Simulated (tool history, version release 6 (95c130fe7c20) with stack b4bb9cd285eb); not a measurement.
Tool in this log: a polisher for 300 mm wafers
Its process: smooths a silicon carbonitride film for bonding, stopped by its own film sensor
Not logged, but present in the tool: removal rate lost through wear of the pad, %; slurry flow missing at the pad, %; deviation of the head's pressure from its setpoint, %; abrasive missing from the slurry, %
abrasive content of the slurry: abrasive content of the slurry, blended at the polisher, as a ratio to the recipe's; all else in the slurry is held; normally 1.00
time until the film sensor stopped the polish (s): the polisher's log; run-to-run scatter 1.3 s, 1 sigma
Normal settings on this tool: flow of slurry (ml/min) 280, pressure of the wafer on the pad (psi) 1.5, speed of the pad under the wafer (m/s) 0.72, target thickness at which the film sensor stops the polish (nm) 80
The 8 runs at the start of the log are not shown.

run,hour,flow of slurry (ml/min),pressure of the wafer on the pad (psi),speed of the pad under the wafer (m/s),abrasive content of the slurry,target thickness at which the film sensor stops the polish (nm),wafers since the last listed run,wafers polished on this pad,hours since the slurry nozzle was cleaned,hours since the head pressure was calibrated,hours since the slurry blender was calibrated,"incoming thickness of the incoming film, nm",time until the film sensor stopped the polish (s)
9,101.6,280,1.5,0.72,1.25,80,43,198,36.4,954.8,75.5,89.9,60.1
10,113.5,280,1.5,0.72,0.95,82,64,263,48.3,966.7,87.4,88.6,50.0
11,130.7,280,1.5,0.72,0.95,82,93,357,65.5,983.9,104.6,91.0,69.3
12,145.7,245,1.7,0.52,1.00,80,81,439,80.5,998.9,119.6,89.9,89.4
# hour 157.7: head pressure recalibrated
13,158.8,280,1.5,0.88,1.00,84,60,500,93.6,1.1,132.7,90.7,43.7
14,168.8,280,1.5,0.92,1.00,79,54,554,103.6,11.1,142.7,88.9,64.8
15,177.2,280,1.5,0.52,1.00,80,45,600,112.0,19.5,151.1,89.0,89.9
16,187.0,220,1.5,0.90,1.20,82,53,654,121.8,29.3,160.9,89.5,46.4
17,201.1,280,1.5,0.48,1.00,83,77,731,135.9,43.4,175.0,88.6,59.6
18,215.2,280,1.5,0.72,0.90,80,77,808,150.0,57.5,189.1,90.3,93.2
19,227.0,280,1.5,0.72,1.00,80,64,872,161.8,69.3,200.9,89.0,78.1
# hour 236.5: slurry blender recalibrated
# hour 245.3: slurry nozzle cleaned
20,245.8,280,1.5,0.92,1.00,80,86,959,0.5,88.1,9.3,89.7,62.4
21,257.0,280,1.5,0.72,1.00,80,61,1020,11.7,99.3,20.5,90.2,78.8

Forecast run 22:
# hour 264.6: worn pad replaced by a new one
22,265.2,280,1.5,0.72,1.00,80,22,3,19.9,107.5,28.7,89.7,?

{"run 22": {"time until the film sensor stopped the polish (s)": 67.0}}
Minus the tool's unlogged condition, the same run would have read time until the film sensor stopped the polish (s) 66.1.

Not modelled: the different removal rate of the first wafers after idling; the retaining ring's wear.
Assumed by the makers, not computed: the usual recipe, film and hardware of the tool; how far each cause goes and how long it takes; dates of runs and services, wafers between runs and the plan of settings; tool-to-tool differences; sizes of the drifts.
